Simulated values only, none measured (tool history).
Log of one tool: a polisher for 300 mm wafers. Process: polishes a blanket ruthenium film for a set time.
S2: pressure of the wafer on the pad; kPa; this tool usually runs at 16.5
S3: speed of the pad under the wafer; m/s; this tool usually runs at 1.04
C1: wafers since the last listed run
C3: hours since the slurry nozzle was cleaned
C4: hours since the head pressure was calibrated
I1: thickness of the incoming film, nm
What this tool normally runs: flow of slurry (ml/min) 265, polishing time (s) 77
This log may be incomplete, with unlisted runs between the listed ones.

{"run": 1, "hour": 0.0, "flow of slurry (ml/min)": 265, "S2": 16.5, "S3": 0.88, "polishing time (s)": 77, "C1": 0, "wafers polished on this pad": 379, "C3": 46.4, "C4": 556.8, "I1": 299.3, "film removed (Å)": 1027}
{"run": 2, "hour": 36.6, "flow of slurry (ml/min)": 265, "S2": 16.5, "S3": 0.88, "polishing time (s)": 77, "C1": 241, "wafers polished on this pad": 620, "C3": 83, "C4": 593.4, "I1": 298.9, "film removed (Å)": 999}
{"run": 3, "hour": 62.2, "flow of slurry (ml/min)": 265, "S2": 16.5, "S3": 1.04, "polishing time (s)": 77, "C1": 168, "wafers polished on this pad": 789, "C3": 108.6, "C4": 619, "I1": 295.3, "film removed (Å)": 1140}
{"hour": 92.6, "done": "head pressure recalibrated"}
{"run": 4, "hour": 114.9, "flow of slurry (ml/min)": 265, "S2": 16.5, "S3": 1.04, "polishing time (s)": 97, "C1": 334, "wafers polished on this pad": 1123, "C3": 161.3, "C4": 22.3, "I1": 303.1, "film removed (Å)": 1385}
{"run": 5, "hour": 160.7, "flow of slurry (ml/min)": 265, "S2": 16.5, "S3": 1.04, "polishing time (s)": 97, "C1": 301, "wafers polished on this pad": 1425, "C3": 207.1, "C4": 68.1, "I1": 304.5, "film removed (Å)": 1344}
{"hour": 178.0, "done": "worn pad replaced by a new one"}
{"run": 6, "hour": 202.0, "flow of slurry (ml/min)": 265, "S2": 16.5, "S3": 1.04, "polishing time (s)": 97, "C1": 245, "wafers polished on this pad": 157, "C3": 248.4, "C4": 109.4, "I1": 300, "film removed (Å)": 1514}
{"run": 7, "hour": 248.5, "flow of slurry (ml/min)": 265, "S2": 15.2, "S3": 1.04, "polishing time (s)": 77, "C1": 306, "wafers polished on this pad": 464, "C3": 294.9, "C4": 155.9, "I1": 300.5, "film removed (Å)": 1092}
{"hour": 277.7, "done": "slurry nozzle cleaned"}
{"run": 8, "hour": 287.7, "flow of slurry (ml/min)": 265, "S2": 16.5, "S3": 1.04, "polishing time (s)": 77, "C1": 251, "wafers polished on this pad": 716, "C3": 10, "C4": 195.1, "I1": 300.7, "film removed (Å)": 1194}
{"run": 9, "hour": 344.1, "flow of slurry (ml/min)": 265, "S2": 16.5, "S3": 1.04, "polishing time (s)": 77, "C1": 371, "wafers polished on this pad": 1088, "C3": 66.4, "C4": 251.5, "I1": 295.7, "film removed (Å)": 1140}
{"hour": 375.7, "done": "worn pad replaced by a new one"}
{"run": 10, "hour": 393.6, "flow of slurry (ml/min)": 265, "S2": 16.5, "S3": 0.8, "polishing time (s)": 77, "C1": 299, "wafers polished on this pad": 117, "C3": 115.9, "C4": 301, "I1": 298.8, "film removed (Å)": 958}
{"run": 11, "hour": 419.9, "flow of slurry (ml/min)": 265, "S2": 16.5, "S3": 1.04, "polishing time (s)": 77, "C1": 173, "wafers polished on this pad": 291, "C3": 142.2, "C4": 327.3, "I1": 300.4, "film removed (Å)": 1187}
{"run": 12, "hour": 447.3, "flow of slurry (ml/min)": 265, "S2": 16.5, "S3": 1.04, "polishing time (s)": 77, "C1": 180, "wafers polished on this pad": 471, "C3": 169.6, "C4": 354.7, "I1": 297.9, "film removed (Å)": 1163}
{"hour": 569.8, "done": "worn pad replaced by a new one"}
{"hour": 608.1, "done": "slurry nozzle cleaned"}
{"run": 13, "hour": 626.4, "flow of slurry (ml/min)": 265, "S2": 16.5, "S3": 0.9, "polishing time (s)": 95, "C1": 1147, "wafers polished on this pad": 366, "C3": 18.3, "C4": 533.8, "I1": 297.4, "film removed (Å)": 1310}
{"run": 14, "hour": 666.2, "flow of slurry (ml/min)": 265, "S2": 13.8, "S3": 1.04, "polishing time (s)": 60, "C1": 262, "wafers polished on this pad": 628, "C3": 58.1, "C4": 573.6, "I1": 295.1, "film removed (Å)": 783}
{"run": 15, "hour": 730.1, "flow of slurry (ml/min)": 265, "S2": 18.6, "S3": 1.32, "polishing time (s)": 77, "C1": 421, "wafers polished on this pad": 1049, "C3": 122, "C4": 637.5, "I1": 301.3, "film removed (Å)": 1608}
{"run": 16, "hour": 794.6, "flow of slurry (ml/min)": 265, "S2": 16.5, "S3": 0.78, "polishing time (s)": 70, "C1": 425, "wafers polished on this pad": 1475, "C3": 186.5, "C4": 702, "I1": 303.8, "film removed (Å)": 726}
{"hour": 806.5, "done": "worn pad replaced by a new one"}
{"hour": 835.7, "done": "head pressure recalibrated"}
{"run": 17, "hour": 860.5, "flow of slurry (ml/min)": 265, "S2": 16.5, "S3": 1.04, "polishing time (s)": 77, "C1": 394, "wafers polished on this pad": 343, "C3": 252.4, "C4": 24.8, "I1": 304.4, "film removed (Å)": 1145}
{"run": 18, "hour": 895.9, "flow of slurry (ml/min)": 265, "S2": 16.5, "S3": 1.2, "polishing time (s)": 92, "C1": 233, "wafers polished on this pad": 576, "C3": 287.8, "C4": 60.2, "I1": 296.1, "film removed (Å)": 1525}
{"hour": 898.7, "done": "slurry nozzle cleaned"}
{"run": 19, "hour": 954.0, "flow of slurry (ml/min)": 190, "S2": 16.5, "S3": 1.04, "polishing time (s)": 51, "C1": 376, "wafers polished on this pad": 952, "C3": 55.3, "C4": 118.3, "I1": 303.9, "film removed (Å)": 722}
{"run": 20, "hour": 1001.8, "flow of slurry (ml/min)": 235, "S2": 13.1, "S3": 0.82, "polishing time (s)": 95, "C1": 315, "wafers polished on this pad": 1267, "C3": 103.1, "C4": 166.1, "I1": 305.6, "film removed (Å)": 837}
{"hour": 1026.0, "done": "worn pad replaced by a new one"}
{"run": 21, "hour": 1070.7, "flow of slurry (ml/min)": 305, "S2": 14.5, "S3": 1.22, "polishing time (s)": 89, "C1": 427, "wafers polished on this pad": 294, "C3": 172, "C4": 235, "I1": 297.5, "film removed (Å)": 1468}

A few steps of film removed (Å) between consecutive runs. Split each: what settings, incoming material and random variation would produce without the hidden state, and what is left over for the hidden state, along with gauge scatter present in only one of the two compared results (measured, and without hidden state):
What the log doesn't record here: removal rate lost through wear of the pad, %; slurry flow missing at the pad, %; deviation of the head's pressure from its setpoint, %.
Run 5 -> 6: worn pad replaced by a new one. film removed (Å) +170: hidden state +199, all else -29.
Run 14 -> 15: S2 13.8 -> 18.6, S3 1.04 -> 1.32, polishing time (s) 60 -> 77. film removed (Å) +825: hidden state -180, all else +1005.
Run 15 -> 16: S2 18.6 -> 16.5, S3 1.32 -> 0.78, polishing time (s) 77 -> 70. film removed (Å) -882: hidden state +96, all else -978.
